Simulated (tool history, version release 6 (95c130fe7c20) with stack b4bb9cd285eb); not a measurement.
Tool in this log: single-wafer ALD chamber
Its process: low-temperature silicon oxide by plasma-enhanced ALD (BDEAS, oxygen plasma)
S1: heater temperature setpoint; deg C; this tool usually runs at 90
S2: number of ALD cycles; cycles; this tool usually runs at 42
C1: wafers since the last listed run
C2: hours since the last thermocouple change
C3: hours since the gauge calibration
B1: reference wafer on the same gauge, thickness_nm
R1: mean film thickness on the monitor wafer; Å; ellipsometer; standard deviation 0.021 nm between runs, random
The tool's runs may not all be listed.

run 1 hour=0 | S1=90 S2=42 | C1=0 C2=18.2 C3=901.3 | B1=6.069 | R1=64.18
run 2 hour=65.7 | S1=90 S2=42 | C1=310 C2=83.9 C3=967 | B1=6.063 | R1=64.51
run 3 hour=128.9 | S1=90 S2=42 | C1=298 C2=147.1 C3=1030.2 | B1=6.063 | R1=64.22
run 4 hour=163 | S1=90 S2=42 | C1=161 C2=181.2 C3=1064.3 | B1=6.057 | R1=64.2
run 5 hour=205.3 | S1=90 S2=42 | C1=200 C2=223.5 C3=1106.6 | B1=6.063 | R1=64.39
run 6 hour=246.5 | S1=90 S2=42 | C1=194 C2=264.7 C3=1147.8 | B1=6.063 | R1=63.89
run 7 hour=281.4 | S1=90 S2=42 | C1=165 C2=299.6 C3=1182.7 | B1=6.062 | R1=64.16
run 8 hour=319.8 | S1=90 S2=42 | C1=181 C2=338 C3=1221.1 | B1=6.06 | R1=64.31
run 9 hour=355.8 | S1=90 S2=42 | C1=170 C2=374 C3=1257.1 | B1=6.064 | R1=64.25
run 10 hour=395.8 | S1=90 S2=42 | C1=189 C2=414 C3=1297.1 | B1=6.064 | R1=64.31
run 11 hour=428.5 | S1=90 S2=40 | C1=154 C2=446.7 C3=1329.8 | B1=6.055 | R1=61.29
run 12 hour=453.6 | S1=90 S2=40 | C1=118 C2=471.8 C3=1354.9 | B1=6.055 | R1=61.01
run 13 hour=488 | S1=90 S2=40 | C1=162 C2=506.2 C3=1389.3 | B1=6.064 | R1=60.9
run 14 hour=555.1 | S1=100 S2=42 | C1=317 C2=573.3 C3=1456.4 | B1=6.054 | R1=62.14
run 15 hour=604.8 | S1=100 S2=42 | C1=235 C2=623 C3=1506.1 | B1=6.061 | R1=62.32
-- hour=638 gauge calibrated
run 16 hour=671.2 | S1=81 S2=38 | C1=313 C2=689.4 C3=33.2 | B1=6.056 | R1=59.9
run 17 hour=713.4 | S1=81 S2=38 | C1=199 C2=731.6 C3=75.4 | B1=6.057 | R1=59.97
run 18 hour=742.1 | S1=81 S2=38 | C1=135 C2=760.3 C3=104.1 | B1=6.057 | R1=59.88
run 19 hour=790.7 | S1=90 S2=37 | C1=229 C2=808.9 C3=152.7 | B1=6.065 | R1=56.45
run 20 hour=857 | S1=90 S2=48 | C1=313 C2=875.2 C3=219 | B1=6.06 | R1=73.14
run 21 hour=919.3 | S1=96 S2=50 | C1=294 C2=937.5 C3=281.3 | B1=6.059 | R1=75.16
run 22 hour=978.5 | S1=85 S2=34 | C1=279 C2=996.7 C3=340.5 | B1=6.052 | R1=52.96
run 23 hour=1013.4 | S1=86 S2=34 | C1=165 C2=1031.6 C3=375.4 | B1=6.062 | R1=52.56
run 24 hour=1040.9 | S1=75 S2=45 | C1=130 C2=1059.1 C3=402.9 | B1=6.059 | R1=72.38
-- hour=1061.3 thermocouple changed; heater temperature recalibrated
run 25 hour=1069.8 | S1=90 S2=46 | C1=98 C2=8.5 C3=431.8 | B1=6.055 | R1=70.54
run 26 hour=1101 | S1=80 S2=42 | C1=147 C2=39.7 C3=463 | B1=6.06 | R1=66.12
run 27 hour=1154.3 | S1=90 S2=42 | C1=252 C2=93 C3=516.3 | B1=6.061 | R1=64.35
run 28 hour=1223.8 | S1=84 S2=40 | C1=328 C2=162.5 C3=585.8 | B1=6.061 | R1=62.64
run 29 hour=1260.1 | S1=90 S2=42 | C1=171 C2=198.8 C3=622.1 | B1=6.064 | R1=64.23
run 30 hour=1319.4 | S1=79 S2=42 | C1=280 C2=258.1 C3=681.4 | B1=6.062 | R1=66.27
run 31 hour=1356.8 | S1=90 S2=42 | C1=176 C2=295.5 C3=718.8 | B1=6.055 | R1=64.12
run 32 hour=1414.6 | S1=90 S2=42 | C1=273 C2=353.3 C3=776.6 | B1=6.06 | R1=63.95
run 33 hour=1484.7 | S1=103 S2=35 | C1=331 C2=423.4 C3=846.7 | B1=6.059 | R1=51.39
run 34 hour=1694.3 | S1=105 S2=42 | C1=991 C2=633 C3=1056.3 | B1=6.061 | R1=61.06
run 35 hour=1760.9 | S1=84 S2=35 | C1=314 C2=699.6 C3=1122.9 | B1=6.062 | R1=54.84
run 36 hour=1792.9 | S1=96 S2=47 | C1=151 C2=731.6 C3=1154.9 | B1=6.06 | R1=69.83
run 37 hour=1828.2 | S1=86 S2=49 | C1=166 C2=766.9 C3=1190.2 | B1=6.048 | R1=75.78
run 38 hour=1881.4 | S1=90 S2=42 | C1=251 C2=820.1 C3=1243.4 | B1=6.056 | R1=63.9
run 39 hour=1905.8 | S1=96 S2=49 | C1=115 C2=844.5 C3=1267.8 | B1=6.07 | R1=73.52

Consider 3 possible next runs. They are alternatives, not a sequence: every one starts from the tool as it was left by run 39. What does each give?
run A hour=1906.3 | S1=77 S2=42 | C1=2 C2=845 C3=1268.3 | B1=? | R1=?
run B hour=1906.3 | S1=82 S2=42 | C1=2 C2=845 C3=1268.3 | B1=? | R1=?
run C hour=1906.3 | S1=105 S2=39 | C1=2 C2=845 C3=1268.3 | B1=? | R1=?

run=A B1=6.06 R1=67.06
run=B B1=6.06 R1=65.96
run=C B1=6.06 R1=57.05
What these runs would have given with no unlogged condition in the tool:
run=A R1=67.06
run=B R1=65.96
run=C R1=57.05
